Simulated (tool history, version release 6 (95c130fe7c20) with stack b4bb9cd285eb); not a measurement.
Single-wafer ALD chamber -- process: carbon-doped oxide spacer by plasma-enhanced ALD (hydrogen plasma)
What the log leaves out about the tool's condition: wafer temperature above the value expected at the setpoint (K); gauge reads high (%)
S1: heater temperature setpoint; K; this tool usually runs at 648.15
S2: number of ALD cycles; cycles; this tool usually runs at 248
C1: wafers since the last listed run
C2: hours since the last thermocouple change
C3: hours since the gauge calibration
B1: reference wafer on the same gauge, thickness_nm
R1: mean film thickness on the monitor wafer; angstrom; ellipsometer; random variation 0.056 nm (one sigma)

Run 1, hour 0: usual settings; C1 0; C2 1649.2; C3 533.1; B1 14.02. Result: R1 123.08 angstrom.
Run 2, hour 30.5: usual settings; C1 43; C2 1679.7; C3 563.6; B1 14.023. Result: R1 123.65 angstrom.
Run 3, hour 61.4: usual settings; C1 44; C2 1710.6; C3 594.5; B1 14.034. Result: R1 124.66 angstrom.
Run 4, hour 75.7: usual settings; C1 20; C2 1724.9; C3 608.8; B1 14.055. Result: R1 123.43 angstrom.
Run 5, hour 107.8: usual settings; C1 45; C2 1757; C3 640.9; B1 14.036. Result: R1 123.84 angstrom.
Run 6, hour 121.7: usual settings; C1 19; C2 1770.9; C3 654.8; B1 14.058. Result: R1 124.8 angstrom.
Run 7, hour 146: usual settings; C1 34; C2 1795.2; C3 679.1; B1 14.066. Result: R1 124.96 angstrom.
Run 8, hour 164.3: usual settings; C1 26; C2 1813.5; C3 697.4; B1 14.055. Result: R1 124.11 angstrom.
Run 9, hour 179.2: usual settings; C1 21; C2 1828.4; C3 712.3; B1 14.052. Result: R1 124.29 angstrom.
Run 10, hour 193.7: usual settings; C1 20; C2 1842.9; C3 726.8; B1 14.046. Result: R1 125.07 angstrom.
At hour 227.5: gauge calibrated.
Run 11, hour 228: usual settings; C1 48; C2 1877.2; C3 0.5; B1 13.714. Result: R1 121.22 angstrom.
Run 12, hour 242.4: usual settings; C1 20; C2 1891.6; C3 14.9; B1 13.75. Result: R1 121.34 angstrom.
Run 13, hour 330.3: usual settings; C1 125; C2 1979.5; C3 102.8; B1 13.854. Result: R1 122.55 angstrom.
Run 14, hour 350.1: usual settings but S1 652.15 K; C1 28; C2 1999.3; C3 122.6; B1 13.917. Result: R1 122.88 angstrom.
Run 15, hour 373.4: usual settings; C1 33; C2 2022.6; C3 145.9; B1 13.896. Result: R1 123.12 angstrom.
Run 16, hour 401: usual settings; C1 39; C2 2050.2; C3 173.5; B1 13.922. Result: R1 123.16 angstrom.
Run 17, hour 414.1: usual settings but S1 651.15 K, S2 259 cycles; C1 18; C2 2063.3; C3 186.6; B1 13.928. Result: R1 128.94 angstrom.
Run 18, hour 436.9: usual settings; C1 32; C2 2086.1; C3 209.4; B1 13.948. Result: R1 123.51 angstrom.
Run 19, hour 458.8: usual settings; C1 31; C2 2108; C3 231.3; B1 13.925. Result: R1 124.35 angstrom.
Run 20, hour 486.2: usual settings; C1 39; C2 2135.4; C3 258.7; B1 13.959. Result: R1 123.58 angstrom.
Run 21, hour 517.9: usual settings; C1 45; C2 2167.1; C3 290.4; B1 13.995. Result: R1 124.38 angstrom.
Run 22, hour 530.3: usual settings; C1 17; C2 2179.5; C3 302.8; B1 13.977. Result: R1 123.99 angstrom.
Run 23, hour 563.2: usual settings but S1 640.15 K; C1 46; C2 2212.4; C3 335.7; B1 14.028. Result: R1 123.99 angstrom.
Run 24, hour 594.4: usual settings; C1 44; C2 2243.6; C3 366.9; B1 14.012. Result: R1 123.73 angstrom.
Run 25, hour 609.1: usual settings but S1 654.15 K, S2 211 cycles; C1 20; C2 2258.3; C3 381.6; B1 14.021. Result: R1 105.27 angstrom.
Run 26, hour 630.3: usual settings but S1 661.15 K, S2 210 cycles; C1 30; C2 2279.5; C3 402.8; B1 14.028. Result: R1 105.15 angstrom.
Run 27, hour 664: usual settings; C1 48; C2 2313.2; C3 436.5; B1 14.059. Result: R1 124.99 angstrom.
Run 28, hour 680.3: usual settings but S2 216 cycles; C1 23; C2 2329.5; C3 452.8; B1 14.043. Result: R1 107.41 angstrom.
Run 29, hour 713.6: usual settings but S1 644.15 K, S2 235 cycles; C1 47; C2 2362.8; C3 486.1; B1 14.045. Result: R1 118.32 angstrom.
Run 30, hour 759.7: usual settings but S1 638.15 K, S2 201 cycles; C1 65; C2 2408.9; C3 532.2; B1 14.067. Result: R1 100.67 angstrom.
Run 31, hour 792.4: usual settings but S1 653.15 K, S2 208 cycles; C1 46; C2 2441.6; C3 564.9; B1 14.053. Result: R1 103.98 angstrom.
Run 32, hour 814.9: usual settings; C1 32; C2 2464.1; C3 587.4; B1 14.065. Result: R1 124.29 angstrom.
Run 33, hour 835.8: usual settings but S1 641.15 K, S2 232 cycles; C1 29; C2 2485; C3 608.3; B1 14.067. Result: R1 116.45 angstrom.
At hour 848.4: thermocouple changed; heater temperature recalibrated.
Run 34, hour 863.5: usual settings but S1 659.15 K, S2 234 cycles; C1 28; C2 15.1; C3 636; B1 14.068. Result: R1 117.67 angstrom.
Run 35, hour 881.1: usual settings but S1 660.15 K, S2 267 cycles; C1 25; C2 32.7; C3 653.6; B1 14.101. Result: R1 135.64 angstrom.
Run 36, hour 901: usual settings but S2 287 cycles; C1 28; C2 52.6; C3 673.5; B1 14.107. Result: R1 143.72 angstrom.
At hour 907.3: gauge calibrated.
Run 37, hour 921.7: usual settings but S1 653.15 K, S2 277 cycles; C1 29; C2 73.3; C3 14.4; B1 13.665. Result: R1 135.7 angstrom.
Run 38, hour 954.6: usual settings but S1 636.15 K; C1 46; C2 106.2; C3 47.3; B1 13.749. Result: R1 121.96 angstrom.
Run 39, hour 985: usual settings but S1 662.15 K, S2 291 cycles; C1 43; C2 136.6; C3 77.7; B1 13.801. Result: R1 143.83 angstrom.
Run 40, hour 1003.4: usual settings but S1 634.15 K, S2 286 cycles; C1 26; C2 155; C3 96.1; B1 13.812. Result: R1 140.74 angstrom.
Run 41, hour 1025.4: usual settings; C1 31; C2 177; C3 118.1; B1 13.828. Result: R1 121.87 angstrom.
Run 42, hour 1054.1: usual settings but S1 635.15 K, S2 216 cycles; C1 40; C2 205.7; C3 146.8; B1 13.854. Result: R1 106.92 angstrom.
Run 43, hour 1079.8: usual settings but S2 199 cycles; C1 36; C2 231.4; C3 172.5; B1 13.89. Result: R1 98.82 angstrom.
Run 44, hour 1093.7: usual settings; C1 19; C2 245.3; C3 186.4; B1 13.89. Result: R1 122.68 angstrom.
Run 45, hour 1111.4: usual settings but S1 660.15 K; C1 25; C2 263; C3 204.1; B1 13.907. Result: R1 123.94 angstrom.
Run 46, hour 1159.1: usual settings but S1 655.15 K, S2 284 cycles; C1 68; C2 310.7; C3 251.8; B1 13.965. Result: R1 140.72 angstrom.

Selected run-to-run steps in R1, each split into two signed amounts: the part the tool would show with no hidden state at all (from settings, incoming material and random variation), and the remainder, which goes to the hidden state together with any gauge scatter not common to the measured and the hidden-state-free results:
Run 10 -> 11: gauge calibrated. R1 -3.85 angstrom: hidden state -3.06, all else -0.79.
Run 12 -> 13: nothing adjusted, nothing logged. R1 +1.21 angstrom: hidden state +1.05, all else +0.16.
Run 31 -> 32: S1 653.15 -> 648.15, S2 208 -> 248. R1 +20.31 angstrom: hidden state +0.57, all else +19.74.
Run 36 -> 37: S1 648.15 -> 653.15, S2 287 -> 277, gauge calibrated. R1 -8.02 angstrom: hidden state -3.88, all else -4.14.
Run 38 -> 39: S1 636.15 -> 662.15, S2 248 -> 291. R1 +21.87 angstrom: hidden state +0.49, all else +21.38.
Run 43 -> 44: S2 199 -> 248. R1 +23.86 angstrom: hidden state +0.41, all else +23.45.

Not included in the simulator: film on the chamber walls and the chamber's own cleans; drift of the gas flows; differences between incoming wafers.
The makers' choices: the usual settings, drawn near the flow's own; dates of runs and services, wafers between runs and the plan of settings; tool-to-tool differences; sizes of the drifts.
